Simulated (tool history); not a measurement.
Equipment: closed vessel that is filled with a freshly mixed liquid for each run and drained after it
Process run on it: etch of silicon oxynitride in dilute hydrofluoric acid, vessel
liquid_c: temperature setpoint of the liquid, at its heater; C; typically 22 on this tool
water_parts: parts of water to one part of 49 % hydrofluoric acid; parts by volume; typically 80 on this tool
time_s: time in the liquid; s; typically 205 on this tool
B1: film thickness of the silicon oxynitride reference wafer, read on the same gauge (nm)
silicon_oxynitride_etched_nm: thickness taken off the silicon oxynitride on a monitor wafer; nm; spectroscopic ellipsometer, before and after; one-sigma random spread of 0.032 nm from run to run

run 1 hour=0 | liquid_c=22 water_parts=80 time_s=205 | B1=60 | silicon_oxynitride_etched_nm=10.62
run 2 hour=15.7 | liquid_c=22 water_parts=80 time_s=205 | B1=60.02 | silicon_oxynitride_etched_nm=10.59
-- hour=17 hydrofluoric acid flow meter replaced
run 3 hour=28.6 | liquid_c=23.5 water_parts=80 time_s=205 | B1=60 | silicon_oxynitride_etched_nm=11.37
run 4 hour=39.6 | liquid_c=22 water_parts=80 time_s=205 | B1=60.02 | silicon_oxynitride_etched_nm=10.55
run 5 hour=88.6 | liquid_c=22 water_parts=80 time_s=205 | B1=60.02 | silicon_oxynitride_etched_nm=10.57
run 6 hour=95.8 | liquid_c=22 water_parts=80 time_s=205 | B1=60.03 | silicon_oxynitride_etched_nm=10.53
run 7 hour=113.2 | liquid_c=22 water_parts=80 time_s=205 | B1=60 | silicon_oxynitride_etched_nm=10.63
run 8 hour=119.5 | liquid_c=22 water_parts=80 time_s=205 | B1=60 | silicon_oxynitride_etched_nm=10.59
-- hour=126.7 thermometer replaced
run 9 hour=128 | liquid_c=22 water_parts=80 time_s=205 | B1=59.94 | silicon_oxynitride_etched_nm=10.6
run 10 hour=144.7 | liquid_c=22 water_parts=80 time_s=205 | B1=60 | silicon_oxynitride_etched_nm=10.67
run 11 hour=158.5 | liquid_c=22 water_parts=80 time_s=205 | B1=59.95 | silicon_oxynitride_etched_nm=10.55
run 12 hour=172 | liquid_c=22 water_parts=80 time_s=205 | B1=60.03 | silicon_oxynitride_etched_nm=10.57
run 13 hour=183.9 | liquid_c=18.5 water_parts=95 time_s=325 | B1=60.03 | silicon_oxynitride_etched_nm=11.78
run 14 hour=195.6 | liquid_c=22 water_parts=80 time_s=205 | B1=59.98 | silicon_oxynitride_etched_nm=10.57
run 15 hour=204.5 | liquid_c=24 water_parts=80 time_s=205 | B1=60.03 | silicon_oxynitride_etched_nm=11.68
run 16 hour=216.8 | liquid_c=18 water_parts=115 time_s=240 | B1=59.98 | silicon_oxynitride_etched_nm=6.89
-- hour=221.8 gauge calibrated
run 17 hour=222.9 | liquid_c=22 water_parts=105 time_s=205 | B1=60 | silicon_oxynitride_etched_nm=7.9
run 18 hour=235.9 | liquid_c=18.5 water_parts=65 time_s=85 | B1=60 | silicon_oxynitride_etched_nm=4.6
run 19 hour=244.8 | liquid_c=20.5 water_parts=45 time_s=205 | B1=60 | silicon_oxynitride_etched_nm=17.98
run 20 hour=250.8 | liquid_c=20.5 water_parts=45 time_s=205 | B1=59.99 | silicon_oxynitride_etched_nm=18.04
run 21 hour=283.8 | liquid_c=26 water_parts=105 time_s=205 | B1=59.98 | silicon_oxynitride_etched_nm=9.61
run 22 hour=291.3 | liquid_c=20 water_parts=110 time_s=80 | B1=60.02 | silicon_oxynitride_etched_nm=2.67
run 23 hour=298.1 | liquid_c=22 water_parts=80 time_s=260 | B1=60.01 | silicon_oxynitride_etched_nm=13.45
run 24 hour=309 | liquid_c=22 water_parts=80 time_s=325 | B1=60.02 | silicon_oxynitride_etched_nm=16.78
run 25 hour=316.9 | liquid_c=22 water_parts=50 time_s=110 | B1=59.99 | silicon_oxynitride_etched_nm=9.31
run 26 hour=323.7 | liquid_c=18.5 water_parts=55 time_s=85 | B1=60 | silicon_oxynitride_etched_nm=5.46
run 27 hour=337.8 | liquid_c=20.5 water_parts=95 time_s=255 | B1=60.02 | silicon_oxynitride_etched_nm=10.24
run 28 hour=354 | liquid_c=23.5 water_parts=105 time_s=145 | B1=60 | silicon_oxynitride_etched_nm=6.01
run 29 hour=405 | liquid_c=22 water_parts=80 time_s=205 | B1=59.98 | silicon_oxynitride_etched_nm=10.55
run 30 hour=417.1 | liquid_c=25.5 water_parts=105 time_s=205 | B1=60.01 | silicon_oxynitride_etched_nm=9.36
run 31 hour=431.8 | liquid_c=26.5 water_parts=60 time_s=205 | B1=59.98 | silicon_oxynitride_etched_nm=17.8
run 32 hour=447.6 | liquid_c=17.5 water_parts=80 time_s=205 | B1=60.05 | silicon_oxynitride_etched_nm=8.47

What if the next run were any one of these 5? Each begins from the tool's condition after run 32:
run A hour=448.3 | liquid_c=22 water_parts=80 time_s=205 | B1=? | silicon_oxynitride_etched_nm=?
run B hour=448.3 | liquid_c=22 water_parts=110 time_s=90 | B1=? | silicon_oxynitride_etched_nm=?
run C hour=448.3 | liquid_c=23.5 water_parts=105 time_s=295 | B1=? | silicon_oxynitride_etched_nm=?
run D hour=448.3 | liquid_c=22 water_parts=100 time_s=300 | B1=? | silicon_oxynitride_etched_nm=?
run E hour=448.3 | liquid_c=22 water_parts=110 time_s=205 | B1=? | silicon_oxynitride_etched_nm=?

run=A B1=59.99 silicon_oxynitride_etched_nm=10.55
run=B B1=59.99 silicon_oxynitride_etched_nm=3.29
run=C B1=59.99 silicon_oxynitride_etched_nm=12.18
run=D B1=59.99 silicon_oxynitride_etched_nm=12.16
run=E B1=59.99 silicon_oxynitride_etched_nm=7.49
Without the tool's unlogged condition, the same runs would have read:
run=A silicon_oxynitride_etched_nm=10.55
run=B silicon_oxynitride_etched_nm=3.29
run=C silicon_oxynitride_etched_nm=12.18
run=D silicon_oxynitride_etched_nm=12.16
run=E silicon_oxynitride_etched_nm=7.49
